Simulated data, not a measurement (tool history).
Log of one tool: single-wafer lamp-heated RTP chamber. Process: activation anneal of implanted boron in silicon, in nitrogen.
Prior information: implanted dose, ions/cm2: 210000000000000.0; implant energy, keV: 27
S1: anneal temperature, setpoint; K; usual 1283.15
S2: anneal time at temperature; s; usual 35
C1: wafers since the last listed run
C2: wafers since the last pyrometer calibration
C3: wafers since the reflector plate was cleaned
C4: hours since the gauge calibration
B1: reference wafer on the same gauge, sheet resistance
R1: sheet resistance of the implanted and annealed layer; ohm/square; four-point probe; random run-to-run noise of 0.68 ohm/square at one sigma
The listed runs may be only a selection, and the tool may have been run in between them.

run	hour	S1	S2	C1	C2	C3	C4	B1	R1
1	0	1283.15	35	0	1702	5721	728.3	537.86	449.92
2	35.5	1283.15	35	265	1967	5986	763.8	537.66	450.09
3	58	1298.15	35	168	2135	6154	786.3	537.43	449.24
4	83.1	1298.15	35	187	2323	6342	811.4	536.71	450.53
5	108.5	1298.15	35	189	2513	6532	836.8	536.88	449.41
6	126.4	1283.15	35	133	2647	6666	854.7	536.84	449.52
7	157.4	1273.15	35	231	2879	6898	885.7	536.12	450.64
8	188.8	1273.15	35	234	3113	7132	917.1	535.9	450.84
9	274.9	1273.15	35	643	3757	7776	1003.2	535	449.86
10	295.4	1283.15	35	153	3910	7930	1023.7	534.43	447.87
11	310	1283.15	35	109	4020	8039	1038.3	534.57	448.45
12	327.2	1283.15	35	128	4148	8167	1055.5	534.06	449.13
13	352.1	1283.15	35	186	4334	8354	1080.4	533.56	446.09
14	383	1283.15	35	231	4565	8585	1111.3	532.86	447.44
15	415.9	1283.15	35	246	4811	8831	1144.2	533.05	445.78
16	439.4	1283.15	35	175	4987	9006	1167.7	532.26	445.36
# hour 457.8: gauge calibrated
17	467.6	1283.15	35	210	5198	9217	9.8	542.6	453.98
18	500.1	1313.15	35	243	5441	9460	42.3	542.44	454.06
19	523.2	1303.15	29	172	5614	9633	65.4	542.64	453.12
20	546.6	1296.15	42	174	5789	9808	88.8	542.27	453.08
# hour 585.2: reflector plate cleaned
21	585.7	1283.15	35	232	6021	3	127.9	542.3	455.37
22	610.7	1283.15	22	186	6208	190	152.9	542.15	455.85
23	633.6	1283.15	35	171	6379	361	175.8	542.04	456.16
# hour 660.6: pyrometer window cleaned and pyrometer calibrated
24	661.1	1275.15	35	145	3	507	203.3	542.07	455.05
25	676.7	1266.15	19	116	120	624	218.9	542.01	459.95
26	696.8	1263.15	52	150	270	774	239	542.42	458.65

What will run 27 give?
27	718.5	1258.15	47	162	432	936	260.7	?	?

B1: 541.89
R1: 460.59 ohm/square
If the tool had no hidden condition, the same run with the same run-to-run variation would have returned R1 460.5 ohm/square.
